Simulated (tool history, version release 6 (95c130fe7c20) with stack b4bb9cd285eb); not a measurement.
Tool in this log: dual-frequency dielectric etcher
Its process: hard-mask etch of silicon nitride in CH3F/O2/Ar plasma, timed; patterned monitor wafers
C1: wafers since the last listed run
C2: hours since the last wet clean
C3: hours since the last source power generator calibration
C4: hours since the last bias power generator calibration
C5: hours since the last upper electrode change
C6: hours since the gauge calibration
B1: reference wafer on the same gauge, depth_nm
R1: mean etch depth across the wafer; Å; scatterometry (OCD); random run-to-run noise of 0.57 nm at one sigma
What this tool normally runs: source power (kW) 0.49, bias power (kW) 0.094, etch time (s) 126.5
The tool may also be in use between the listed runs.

run 1 hour=0 | source_power_(kW)=0.49 bias_power_(kW)=0.105 etch_time_(s)=126.5 | C1=0 C2=155.8 C3=1494.2 C4=1130.5 C5=4792.7 C6=2553.2 | B1=103.4 | R1=1000
-- hour=61.8 source power generator calibrated
run 2 hour=66.4 | source_power_(kW)=0.49 bias_power_(kW)=0.105 etch_time_(s)=126.5 | C1=523 C2=222.2 C3=4.6 C4=1196.9 C5=4859.1 C6=2619.6 | B1=103.4 | R1=1007
run 3 hour=102.3 | source_power_(kW)=0.49 bias_power_(kW)=0.094 etch_time_(s)=126.5 | C1=301 C2=258.1 C3=40.5 C4=1232.8 C5=4895 C6=2655.5 | B1=103.4 | R1=970
run 4 hour=137.4 | source_power_(kW)=0.49 bias_power_(kW)=0.094 etch_time_(s)=126.5 | C1=294 C2=293.2 C3=75.6 C4=1267.9 C5=4930.1 C6=2690.6 | B1=103.2 | R1=978
-- hour=197.6 upper electrode replaced, of another model than before
run 5 hour=227.4 | source_power_(kW)=0.49 bias_power_(kW)=0.094 etch_time_(s)=126.5 | C1=553 C2=383.2 C3=165.6 C4=1357.9 C5=29.8 C6=2780.6 | B1=103.1 | R1=996
run 6 hour=271.7 | source_power_(kW)=0.49 bias_power_(kW)=0.094 etch_time_(s)=126.5 | C1=371 C2=427.5 C3=209.9 C4=1402.2 C5=74.1 C6=2824.9 | B1=103.4 | R1=999
run 7 hour=306.7 | source_power_(kW)=0.49 bias_power_(kW)=0.112 etch_time_(s)=146.5 | C1=293 C2=462.5 C3=244.9 C4=1437.2 C5=109.1 C6=2859.9 | B1=103 | R1=1209
run 8 hour=333.8 | source_power_(kW)=0.49 bias_power_(kW)=0.11 etch_time_(s)=126.5 | C1=227 C2=489.6 C3=272 C4=1464.3 C5=136.2 C6=2887 | B1=103.2 | R1=1034
-- hour=371.7 wet clean of the chamber
run 9 hour=397.7 | source_power_(kW)=0.49 bias_power_(kW)=0.094 etch_time_(s)=126.5 | C1=334 C2=26 C3=335.9 C4=1528.2 C5=200.1 C6=2950.9 | B1=103.4 | R1=948
run 10 hour=461.6 | source_power_(kW)=0.49 bias_power_(kW)=0.094 etch_time_(s)=126.5 | C1=536 C2=89.9 C3=399.8 C4=1592.1 C5=264 C6=3014.8 | B1=103.2 | R1=965
run 11 hour=486.5 | source_power_(kW)=0.49 bias_power_(kW)=0.113 etch_time_(s)=114 | C1=208 C2=114.8 C3=424.7 C4=1617 C5=288.9 C6=3039.7 | B1=103.2 | R1=902
-- hour=487.8 gauge calibrated
run 12 hour=543.2 | source_power_(kW)=0.49 bias_power_(kW)=0.094 etch_time_(s)=126.5 | C1=475 C2=171.5 C3=481.4 C4=1673.7 C5=345.6 C6=55.4 | B1=103.2 | R1=964
run 13 hour=705.5 | source_power_(kW)=0.49 bias_power_(kW)=0.078 etch_time_(s)=152 | C1=1361 C2=333.8 C3=643.7 C4=1836 C5=507.9 C6=217.7 | B1=103.3 | R1=1122
run 14 hour=757.4 | source_power_(kW)=0.39 bias_power_(kW)=0.103 etch_time_(s)=160.5 | C1=435 C2=385.7 C3=695.6 C4=1887.9 C5=559.8 C6=269.6 | B1=103.3 | R1=1178
run 15 hour=825.8 | source_power_(kW)=0.49 bias_power_(kW)=0.094 etch_time_(s)=126.5 | C1=573 C2=454.1 C3=764 C4=1956.3 C5=628.2 C6=338 | B1=103.1 | R1=990
run 16 hour=891.4 | source_power_(kW)=0.44 bias_power_(kW)=0.102 etch_time_(s)=137 | C1=550 C2=519.7 C3=829.6 C4=2021.9 C5=693.8 C6=403.6 | B1=103.4 | R1=1056
run 17 hour=915.9 | source_power_(kW)=0.49 bias_power_(kW)=0.094 etch_time_(s)=126.5 | C1=205 C2=544.2 C3=854.1 C4=2046.4 C5=718.3 C6=428.1 | B1=103.3 | R1=1004
run 18 hour=941.5 | source_power_(kW)=0.49 bias_power_(kW)=0.072 etch_time_(s)=126.5 | C1=214 C2=569.8 C3=879.7 C4=2072 C5=743.9 C6=453.7 | B1=103.1 | R1=952
-- hour=1008 wet clean of the chamber
run 19 hour=1008.5 | source_power_(kW)=0.44 bias_power_(kW)=0.094 etch_time_(s)=126.5 | C1=360 C2=0.5 C3=946.7 C4=2139 C5=810.9 C6=520.7 | B1=103.3 | R1=916
run 20 hour=1062.4 | source_power_(kW)=0.55 bias_power_(kW)=0.094 etch_time_(s)=126.5 | C1=452 C2=54.4 C3=1000.6 C4=2192.9 C5=864.8 C6=574.6 | B1=103.2 | R1=999
run 21 hour=1102.2 | source_power_(kW)=0.49 bias_power_(kW)=0.094 etch_time_(s)=126.5 | C1=333 C2=94.2 C3=1040.4 C4=2232.7 C5=904.6 C6=614.4 | B1=103.4 | R1=951
-- hour=1121.4 bias power generator calibrated
run 22 hour=1145.1 | source_power_(kW)=0.49 bias_power_(kW)=0.079 etch_time_(s)=136.5 | C1=326 C2=137.1 C3=1083.3 C4=23.7 C5=947.5 C6=657.3 | B1=103.2 | R1=999
run 23 hour=1214.3 | source_power_(kW)=0.49 bias_power_(kW)=0.094 etch_time_(s)=126.5 | C1=580 C2=206.3 C3=1152.5 C4=92.9 C5=1016.7 C6=726.5 | B1=103.3 | R1=975
run 24 hour=1268.2 | source_power_(kW)=0.49 bias_power_(kW)=0.094 etch_time_(s)=126.5 | C1=452 C2=260.2 C3=1206.4 C4=146.8 C5=1070.6 C6=780.4 | B1=103.3 | R1=969
run 25 hour=1323.7 | source_power_(kW)=0.49 bias_power_(kW)=0.108 etch_time_(s)=144 | C1=465 C2=315.7 C3=1261.9 C4=202.3 C5=1126.1 C6=835.9 | B1=103.2 | R1=1143
run 26 hour=1355.2 | source_power_(kW)=0.38 bias_power_(kW)=0.08 etch_time_(s)=152 | C1=264 C2=347.2 C3=1293.4 C4=233.8 C5=1157.6 C6=867.4 | B1=103.4 | R1=1033
run 27 hour=1412.5 | source_power_(kW)=0.59 bias_power_(kW)=0.112 etch_time_(s)=160.5 | C1=480 C2=404.5 C3=1350.7 C4=291.1 C5=1214.9 C6=924.7 | B1=103.4 | R1=1379
run 28 hour=1481.6 | source_power_(kW)=0.61 bias_power_(kW)=0.094 etch_time_(s)=155 | C1=579 C2=473.6 C3=1419.8 C4=360.2 C5=1284 C6=993.8 | B1=103.2 | R1=1332
-- hour=1515.7 wet clean of the chamber
run 29 hour=1583.4 | source_power_(kW)=0.49 bias_power_(kW)=0.094 etch_time_(s)=126.5 | C1=652 C2=67.7 C3=1521.6 C4=462 C5=1385.8 C6=1095.6 | B1=103.2 | R1=973
run 30 hour=1666 | source_power_(kW)=0.38 bias_power_(kW)=0.094 etch_time_(s)=126.5 | C1=693 C2=150.3 C3=1604.2 C4=544.6 C5=1468.4 C6=1178.2 | B1=103.2 | R1=893

A few steps of R1 between consecutive runs. Split each: what settings, incoming material and random variation would produce without the hidden state, and what is left over for the hidden state, along with gauge scatter present in only one of the two compared results (measured, and without hidden state):
The hidden state here: etch rate over this chamber's usual, %; source power that arrives over what is set, %; bias power that arrives over what is set, %; gauge reads high (%).
Run 6 -> 7: bias power (kW) 0.094 -> 0.112, etch time (s) 126.5 -> 146.5. R1 +210 Å: hidden state +11, all else +199.
Run 8 -> 9: bias power (kW) 0.11 -> 0.094, wet clean of the chamber. R1 -86 Å: hidden state -49, all else -37.
Run 18 -> 19: source power (kW) 0.49 -> 0.44, bias power (kW) 0.072 -> 0.094, wet clean of the chamber. R1 -36 Å: hidden state -49, all else +13.
Run 26 -> 27: source power (kW) 0.38 -> 0.59, bias power (kW) 0.08 -> 0.112, etch time (s) 152 -> 160.5. R1 +346 Å: hidden state +16, all else +330.
Run 28 -> 29: source power (kW) 0.61 -> 0.49, etch time (s) 155 -> 126.5, wet clean of the chamber. R1 -359 Å: hidden state -33, all else -326.

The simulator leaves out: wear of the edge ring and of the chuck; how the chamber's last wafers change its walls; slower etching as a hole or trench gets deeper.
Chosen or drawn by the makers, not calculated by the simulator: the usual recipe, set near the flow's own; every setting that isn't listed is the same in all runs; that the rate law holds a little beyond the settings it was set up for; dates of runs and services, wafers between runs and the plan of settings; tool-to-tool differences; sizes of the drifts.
